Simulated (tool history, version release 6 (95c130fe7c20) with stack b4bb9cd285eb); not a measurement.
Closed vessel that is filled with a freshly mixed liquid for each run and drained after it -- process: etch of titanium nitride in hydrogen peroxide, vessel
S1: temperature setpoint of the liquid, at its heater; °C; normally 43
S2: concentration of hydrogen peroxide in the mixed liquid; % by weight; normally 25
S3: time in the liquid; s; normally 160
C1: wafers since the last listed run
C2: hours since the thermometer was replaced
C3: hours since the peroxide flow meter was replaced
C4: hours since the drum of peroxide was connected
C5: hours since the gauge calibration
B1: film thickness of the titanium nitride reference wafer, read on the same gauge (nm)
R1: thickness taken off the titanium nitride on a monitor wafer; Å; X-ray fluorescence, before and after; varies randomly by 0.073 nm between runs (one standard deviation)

run 1 hour=0 | S1=43 S2=27 S3=160 | C1=0 C2=1242.7 C3=246.1 C4=828.7 C5=2255.1 | B1=149.97 | R1=67.8
-- hour=19.1 new drum of peroxide connected
run 2 hour=61 | S1=43 S2=27 S3=160 | C1=7234 C2=1303.7 C3=307.1 C4=41.9 C5=2316.1 | B1=149.95 | R1=69
run 3 hour=152.6 | S1=43 S2=25 S3=220 | C1=11044 C2=1395.3 C3=398.7 C4=133.5 C5=2407.7 | B1=150.02 | R1=93.3
run 4 hour=219.6 | S1=43 S2=25 S3=220 | C1=8078 C2=1462.3 C3=465.7 C4=200.5 C5=2474.7 | B1=150.04 | R1=92.3
run 5 hour=263.6 | S1=43 S2=25 S3=160 | C1=5305 C2=1506.3 C3=509.7 C4=244.5 C5=2518.7 | B1=150.03 | R1=66
run 6 hour=447.1 | S1=43 S2=25 S3=190 | C1=22125 C2=1689.8 C3=693.2 C4=428 C5=2702.2 | B1=149.95 | R1=78.1
run 7 hour=547.4 | S1=43 S2=25 S3=190 | C1=12093 C2=1790.1 C3=793.5 C4=528.3 C5=2802.5 | B1=149.98 | R1=77.3
run 8 hour=649.2 | S1=50 S2=25 S3=95 | C1=12274 C2=1891.9 C3=895.3 C4=630.1 C5=2904.3 | B1=149.98 | R1=64.8
-- hour=684 gauge calibrated
run 9 hour=716.8 | S1=43 S2=25 S3=160 | C1=8150 C2=1959.5 C3=962.9 C4=697.7 C5=32.8 | B1=150.01 | R1=63.9
run 10 hour=798.8 | S1=43 S2=25 S3=160 | C1=9886 C2=2041.5 C3=1044.9 C4=779.7 C5=114.8 | B1=150.03 | R1=64.9
-- hour=830.3 new drum of peroxide connected
run 11 hour=871.8 | S1=43 S2=29 S3=160 | C1=8681 C2=2114.5 C3=1117.9 C4=41.5 C5=187.8 | B1=149.98 | R1=66.6
-- hour=954.2 thermometer replaced
run 12 hour=959.8 | S1=43 S2=29 S3=160 | C1=10489 C2=5.6 C3=1205.9 C4=129.5 C5=275.8 | B1=150.01 | R1=74.2
run 13 hour=1064.2 | S1=43 S2=29 S3=160 | C1=12587 C2=110 C3=1310.3 C4=233.9 C5=380.2 | B1=149.95 | R1=73
run 14 hour=1100.5 | S1=43 S2=25 S3=160 | C1=4376 C2=146.3 C3=1346.6 C4=270.2 C5=416.5 | B1=150.04 | R1=72.2
run 15 hour=1147.6 | S1=50.5 S2=18 S3=70 | C1=5678 C2=193.4 C3=1393.7 C4=317.3 C5=463.6 | B1=150.03 | R1=50.2
run 16 hour=1239.2 | S1=36.5 S2=30 S3=110 | C1=11044 C2=285 C3=1485.3 C4=408.9 C5=555.2 | B1=150 | R1=31.5
run 17 hour=1276.4 | S1=43 S2=27 S3=160 | C1=4485 C2=322.2 C3=1522.5 C4=446.1 C5=592.4 | B1=149.94 | R1=72.3
run 18 hour=1353 | S1=35.5 S2=18.5 S3=130 | C1=9235 C2=398.8 C3=1599.1 C4=522.7 C5=669 | B1=150 | R1=30.1
run 19 hour=1449.2 | S1=43 S2=25 S3=160 | C1=11599 C2=495 C3=1695.3 C4=618.9 C5=765.2 | B1=150.02 | R1=69.9
-- hour=1452.9 peroxide flow meter replaced
run 20 hour=1522.7 | S1=39 S2=27 S3=160 | C1=8741 C2=568.5 C3=69.8 C4=692.4 C5=838.7 | B1=150.05 | R1=53.3
run 21 hour=1617.3 | S1=35 S2=25 S3=160 | C1=11406 C2=663.1 C3=164.4 C4=787 C5=933.3 | B1=149.97 | R1=37.4
run 22 hour=1691.2 | S1=47 S2=25 S3=230 | C1=8910 C2=737 C3=238.3 C4=860.9 C5=1007.2 | B1=150.04 | R1=134.9
-- hour=1756.9 new drum of peroxide connected
run 23 hour=1788.9 | S1=43 S2=25 S3=160 | C1=11659 C2=834.7 C3=336 C4=32 C5=1104.9 | B1=150.01 | R1=69.6
run 24 hour=1856.6 | S1=48 S2=25 S3=160 | C1=8162 C2=902.4 C3=403.7 C4=99.7 C5=1172.6 | B1=150.01 | R1=98.6
run 25 hour=1932.2 | S1=35.5 S2=22 S3=225 | C1=9115 C2=978 C3=479.3 C4=175.3 C5=1248.2 | B1=150.03 | R1=52.1
run 26 hour=1997.3 | S1=51.5 S2=19.5 S3=125 | C1=7849 C2=1043.1 C3=544.4 C4=240.4 C5=1313.3 | B1=149.96 | R1=94.6
run 27 hour=2054.8 | S1=43 S2=21.5 S3=230 | C1=6932 C2=1100.6 C3=601.9 C4=297.9 C5=1370.8 | B1=149.99 | R1=93.2
run 28 hour=2151.7 | S1=43 S2=25 S3=160 | C1=11683 C2=1197.5 C3=698.8 C4=394.8 C5=1467.7 | B1=150.05 | R1=65.8
run 29 hour=2236 | S1=43 S2=25 S3=160 | C1=10164 C2=1281.8 C3=783.1 C4=479.1 C5=1552 | B1=150 | R1=67.8

Each row is a separate what-if for the run after 29, all from the same tool condition, not one after another. Results?
run A hour=2236.7 | S1=43 S2=25 S3=160 | C1=84 C2=1282.5 C3=783.8 C4=479.8 C5=1552.7 | B1=? | R1=?
run B hour=2236.7 | S1=43 S2=25 S3=100 | C1=84 C2=1282.5 C3=783.8 C4=479.8 C5=1552.7 | B1=? | R1=?
run C hour=2236.7 | S1=43 S2=27.5 S3=160 | C1=84 C2=1282.5 C3=783.8 C4=479.8 C5=1552.7 | B1=? | R1=?
run D hour=2236.7 | S1=51.5 S2=25 S3=100 | C1=84 C2=1282.5 C3=783.8 C4=479.8 C5=1552.7 | B1=? | R1=?

run=A B1=150.06 R1=67.5
run=B B1=150.06 R1=42.2
run=C B1=150.06 R1=68.9
run=D B1=150.06 R1=79.1
The same runs, with their run-to-run variation unchanged, on a tool lacking any hidden condition would have given:
run=A R1=73.3
run=B R1=45.8
run=C R1=74.9
run=D R1=85.6
